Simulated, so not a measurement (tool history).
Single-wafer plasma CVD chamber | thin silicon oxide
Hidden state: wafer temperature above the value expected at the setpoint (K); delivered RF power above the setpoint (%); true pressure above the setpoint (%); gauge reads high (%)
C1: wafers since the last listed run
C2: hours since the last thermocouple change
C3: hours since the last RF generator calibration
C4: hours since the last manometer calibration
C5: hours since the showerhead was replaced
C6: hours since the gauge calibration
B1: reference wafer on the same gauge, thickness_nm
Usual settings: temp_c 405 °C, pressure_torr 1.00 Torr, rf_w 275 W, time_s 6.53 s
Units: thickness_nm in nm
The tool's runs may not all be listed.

run 1 hour=0.0 | temp_c=396 pressure_torr=1.00 rf_w=275 time_s=6.53 | C1=0 C2=1150.8 C3=1153.5 C4=2054.6 C5=5911.0 C6=337.9 | B1=11.099 | thickness_nm=14.081
run 2 hour=46.1 | temp_c=396 pressure_torr=1.00 rf_w=275 time_s=6.53 | C1=2234 C2=1196.9 C3=1199.6 C4=2100.7 C5=5957.1 C6=384.0 | B1=11.102 | thickness_nm=14.161
run 3 hour=107.2 | temp_c=396 pressure_torr=1.00 rf_w=275 time_s=6.53 | C1=2961 C2=1258.0 C3=1260.7 C4=2161.8 C5=6018.2 C6=445.1 | B1=11.103 | thickness_nm=14.205
run 4 hour=207.1 | temp_c=405 pressure_torr=1.00 rf_w=275 time_s=6.53 | C1=4842 C2=1357.9 C3=1360.6 C4=2261.7 C5=6118.1 C6=545.0 | B1=11.088 | thickness_nm=14.045
-- hour=371.4 capacitance manometer re-zeroed and calibrated
-- hour=399.6 thermocouple changed; heater temperature recalibrated
-- hour=447.4 showerhead replaced
run 5 hour=481.6 | temp_c=405 pressure_torr=1.00 rf_w=275 time_s=6.53 | C1=12142 C2=82.0 C3=1635.1 C4=110.2 C5=34.2 C6=819.5 | B1=11.093 | thickness_nm=12.939
run 6 hour=537.0 | temp_c=416 pressure_torr=1.00 rf_w=275 time_s=6.53 | C1=2685 C2=137.4 C3=1690.5 C4=165.6 C5=89.6 C6=874.9 | B1=11.101 | thickness_nm=12.830
run 7 hour=610.6 | temp_c=416 pressure_torr=1.00 rf_w=275 time_s=6.53 | C1=3567 C2=211.0 C3=1764.1 C4=239.2 C5=163.2 C6=948.5 | B1=11.098 | thickness_nm=12.980
run 8 hour=666.0 | temp_c=405 pressure_torr=0.82 rf_w=275 time_s=6.53 | C1=2685 C2=266.4 C3=1819.5 C4=294.6 C5=218.6 C6=1003.9 | B1=11.107 | thickness_nm=10.153
-- hour=689.0 RF generator calibrated
run 9 hour=757.3 | temp_c=417 pressure_torr=0.92 rf_w=275 time_s=5.35 | C1=4037 C2=357.7 C3=68.3 C4=385.9 C5=309.9 C6=1095.2 | B1=11.100 | thickness_nm=9.964
-- hour=757.6 gauge calibrated
run 10 hour=817.1 | temp_c=405 pressure_torr=1.21 rf_w=310 time_s=6.53 | C1=2898 C2=417.5 C3=128.1 C4=445.7 C5=369.7 C6=59.5 | B1=11.099 | thickness_nm=16.444
run 11 hour=867.1 | temp_c=412 pressure_torr=1.00 rf_w=290 time_s=7.76 | C1=2423 C2=467.5 C3=178.1 C4=495.7 C5=419.7 C6=109.5 | B1=11.102 | thickness_nm=16.411
run 12 hour=930.0 | temp_c=400 pressure_torr=1.00 rf_w=275 time_s=6.53 | C1=3049 C2=530.4 C3=241.0 C4=558.6 C5=482.6 C6=172.4 | B1=11.089 | thickness_nm=13.658
run 13 hour=1002.3 | temp_c=416 pressure_torr=1.00 rf_w=275 time_s=6.53 | C1=3504 C2=602.7 C3=313.3 C4=630.9 C5=554.9 C6=244.7 | B1=11.103 | thickness_nm=13.623
run 14 hour=1041.3 | temp_c=405 pressure_torr=1.00 rf_w=275 time_s=6.53 | C1=1890 C2=641.7 C3=352.3 C4=669.9 C5=593.9 C6=283.7 | B1=11.098 | thickness_nm=13.684

5 ways to go on from here, each from the tool as it stands after run 14. What would each give?
run A hour=1041.7 | temp_c=405 pressure_torr=1.00 rf_w=225 time_s=6.53 | C1=19 C2=642.1 C3=352.7 C4=670.3 C5=594.3 C6=284.1 | B1=? | thickness_nm=?
run B hour=1041.7 | temp_c=409 pressure_torr=1.08 rf_w=230 time_s=7.06 | C1=19 C2=642.1 C3=352.7 C4=670.3 C5=594.3 C6=284.1 | B1=? | thickness_nm=?
run C hour=1041.7 | temp_c=409 pressure_torr=1.00 rf_w=255 time_s=6.53 | C1=19 C2=642.1 C3=352.7 C4=670.3 C5=594.3 C6=284.1 | B1=? | thickness_nm=?
run D hour=1041.7 | temp_c=412 pressure_torr=1.00 rf_w=275 time_s=6.97 | C1=19 C2=642.1 C3=352.7 C4=670.3 C5=594.3 C6=284.1 | B1=? | thickness_nm=?
run E hour=1041.7 | temp_c=405 pressure_torr=0.88 rf_w=240 time_s=6.53 | C1=19 C2=642.1 C3=352.7 C4=670.3 C5=594.3 C6=284.1 | B1=? | thickness_nm=?

run=A B1=11.094 thickness_nm=12.702
run=B B1=11.094 thickness_nm=14.843
run=C B1=11.094 thickness_nm=13.328
run=D B1=11.094 thickness_nm=14.618
run=E B1=11.094 thickness_nm=11.265
Without the tool's hidden state the same runs would have given:
run=A thickness_nm=12.437
run=B thickness_nm=14.533
run=C thickness_nm=13.045
run=D thickness_nm=14.308
run=E thickness_nm=10.949
